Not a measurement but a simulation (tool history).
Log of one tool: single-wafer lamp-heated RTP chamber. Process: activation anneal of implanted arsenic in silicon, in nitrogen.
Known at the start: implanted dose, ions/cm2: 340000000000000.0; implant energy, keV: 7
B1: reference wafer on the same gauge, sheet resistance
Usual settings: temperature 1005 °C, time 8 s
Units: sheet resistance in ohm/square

{"run": 1, "hour": 0.0, "temperature": 1005, "time": 11, "B1": 343.83, "sheet resistance": 313.66}
{"run": 2, "hour": 11.7, "temperature": 1005, "time": 11, "B1": 343.93, "sheet resistance": 312.91}
{"run": 3, "hour": 20.8, "temperature": 1005, "time": 11, "B1": 344.07, "sheet resistance": 313.12}
{"run": 4, "hour": 27.9, "temperature": 1019, "time": 8, "B1": 344.01, "sheet resistance": 311.83}
{"run": 5, "hour": 40.1, "temperature": 1013, "time": 8, "B1": 343.96, "sheet resistance": 314.25}
{"run": 6, "hour": 53.4, "temperature": 1013, "time": 8, "B1": 344, "sheet resistance": 313.63}
{"run": 7, "hour": 62.5, "temperature": 1013, "time": 8, "B1": 343.91, "sheet resistance": 314.28}
{"run": 8, "hour": 80.1, "temperature": 1027, "time": 8, "B1": 343.98, "sheet resistance": 310.51}
{"run": 9, "hour": 88.1, "temperature": 1027, "time": 8, "B1": 343.71, "sheet resistance": 308.72}
{"run": 10, "hour": 101.7, "temperature": 1027, "time": 8, "B1": 344.18, "sheet resistance": 308.33}
{"hour": 112.9, "done": "reflector plate cleaned"}
{"run": 11, "hour": 113.4, "temperature": 986, "time": 12, "B1": 343.94, "sheet resistance": 314.71}
{"hour": 130.6, "done": "pyrometer window cleaned and pyrometer calibrated"}
{"run": 12, "hour": 131.1, "temperature": 985, "time": 5, "B1": 344.18, "sheet resistance": 326.71}
{"run": 13, "hour": 139.3, "temperature": 1016, "time": 5, "B1": 343.68, "sheet resistance": 320.08}
{"hour": 141.0, "done": "gauge calibrated"}
{"run": 14, "hour": 154.0, "temperature": 1028, "time": 4, "B1": 344.16, "sheet resistance": 319.46}
{"run": 15, "hour": 165.2, "temperature": 1005, "time": 8, "B1": 343.89, "sheet resistance": 317.21}
{"run": 16, "hour": 175.4, "temperature": 983, "time": 5, "B1": 344.04, "sheet resistance": 327.08}
{"run": 17, "hour": 183.0, "temperature": 1019, "time": 4, "B1": 343.91, "sheet resistance": 322.68}
{"run": 18, "hour": 198.0, "temperature": 1005, "time": 8, "B1": 343.95, "sheet resistance": 316.27}
{"run": 19, "hour": 210.9, "temperature": 1020, "time": 10, "B1": 344.05, "sheet resistance": 311.11}
{"run": 20, "hour": 223.3, "temperature": 995, "time": 11, "B1": 343.95, "sheet resistance": 316.11}
{"run": 21, "hour": 236.3, "temperature": 1005, "time": 8, "B1": 344.07, "sheet resistance": 316.13}

4 ways to go on from here, each from the tool as it stands after run 21. What would each give?
{"run": "A", "hour": 236.7, "temperature": 1005, "time": 8, "B1": "?", "sheet resistance": "?"}
{"run": "B", "hour": 236.7, "temperature": 1029, "time": 10, "B1": "?", "sheet resistance": "?"}
{"run": "C", "hour": 236.7, "temperature": 1019, "time": 13, "B1": "?", "sheet resistance": "?"}
{"run": "D", "hour": 236.7, "temperature": 1005, "time": 10, "B1": "?", "sheet resistance": "?"}

run=A B1=344.03 sheet_resistance=316.18
run=B B1=344.03 sheet_resistance=306.53
run=C B1=344.03 sheet_resistance=305.98
run=D B1=344.03 sheet_resistance=313.61
Without the tool's hidden state the same runs would have given:
run=A sheet_resistance=316.74
run=B sheet_resistance=307.23
run=C sheet_resistance=306.69
run=D sheet_resistance=314.23

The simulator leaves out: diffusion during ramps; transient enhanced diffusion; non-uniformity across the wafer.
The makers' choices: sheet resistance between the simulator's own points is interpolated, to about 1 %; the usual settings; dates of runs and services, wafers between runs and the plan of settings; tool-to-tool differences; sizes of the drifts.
